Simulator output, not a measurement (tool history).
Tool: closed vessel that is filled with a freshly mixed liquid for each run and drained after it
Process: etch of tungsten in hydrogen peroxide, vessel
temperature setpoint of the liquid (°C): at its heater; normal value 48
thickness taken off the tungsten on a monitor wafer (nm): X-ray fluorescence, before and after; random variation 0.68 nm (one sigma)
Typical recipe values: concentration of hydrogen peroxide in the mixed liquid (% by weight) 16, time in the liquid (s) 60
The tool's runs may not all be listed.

run	day	temperature setpoint of the liquid (°C)	concentration of hydrogen peroxide in the mixed liquid (% by weight)	time in the liquid (s)	wafers since the last listed run	hours since the thermometer was replaced	hours since the peroxide flow meter was replaced	hours since the drum of peroxide was connected	hours since the gauge calibration	read-back film thickness of the tungsten reference wafer, read on the same gauge (nm)	thickness taken off the tungsten on a monitor wafer (nm)
1	0	48	16	60	0	2505.9	2244.7	1284.9	80.1	29.97	113.06
2	1.208	48	16	75	2625	2534.9	2273.7	1313.9	109.1	30.01	141.39
3	2.283	48	16	60	2336	2560.7	2299.5	1339.7	134.9	30.03	111.38
4	3.762	48	16	60	3214	2596.2	2335	1375.2	170.4	29.97	111.9
5	4.817	48	16	80	2290	2621.5	2360.3	1400.5	195.7	30.02	148.7
6	5.954	48	16	80	2471	2648.8	2387.6	1427.8	223	30.04	151.42
# day 6.317: peroxide flow meter replaced
7	6.558	48	16	60	1222	2663.3	5.8	1442.3	237.5	30.01	112.22
# day 7.108: new drum of peroxide connected
8	7.821	48	16	60	2652	2693.6	36.1	17.1	267.8	29.99	110.71
# day 8.021: thermometer replaced
9	8.696	48	16	60	1810	16.2	57.1	38.1	288.8	29.98	129.3
# day 9.229: gauge calibrated
10	9.538	48	16	60	1828	36.4	77.3	58.3	7.4	29.98	129.11
11	10.921	52.5	18.5	80	3006	69.6	110.5	91.5	40.6	30.01	243.99
12	11.675	48	16	60	1638	87.7	128.6	109.6	58.7	29.97	128.86
13	12.908	48	16	60	2680	117.3	158.2	139.2	88.3	30	129.23
14	13.725	48	20.5	60	1774	136.9	177.8	158.8	107.9	29.99	145.99
15	14.554	48	16	30	1801	156.8	197.7	178.7	127.8	29.98	64.86
16	15.742	48	19	60	2580	185.3	226.2	207.2	156.3	30.04	139.96
17	17.083	48	16	85	2915	217.5	258.4	239.4	188.5	30.03	180.85
18	18.475	54.5	12	30	3024	250.9	291.8	272.8	221.9	29.99	81.65
19	19.625	41.5	16	85	2499	278.5	319.4	300.4	249.5	30	120.2
20	20.417	48	18.5	60	1720	297.5	338.4	319.4	268.5	30	137.45

Here are 3 independent what-if runs from the current tool condition. What would each one return?
A	20.446	48	16	60	63	298.2	339.1	320.1	269.2	?	?
B	20.446	53	19.5	70	63	298.2	339.1	320.1	269.2	?	?
C	20.446	48	18.5	35	63	298.2	339.1	320.1	269.2	?	?

run	read-back film thickness of the tungsten reference wafer, read on the same gauge (nm)	thickness taken off the tungsten on a monitor wafer (nm)
A	29.99	127.86
B	29.99	223.47
C	29.99	80.2
Had the tool no hidden state, the same runs would have come out as:
run	thickness taken off the tungsten on a monitor wafer (nm)
A	130.26
B	227.53
C	81.71
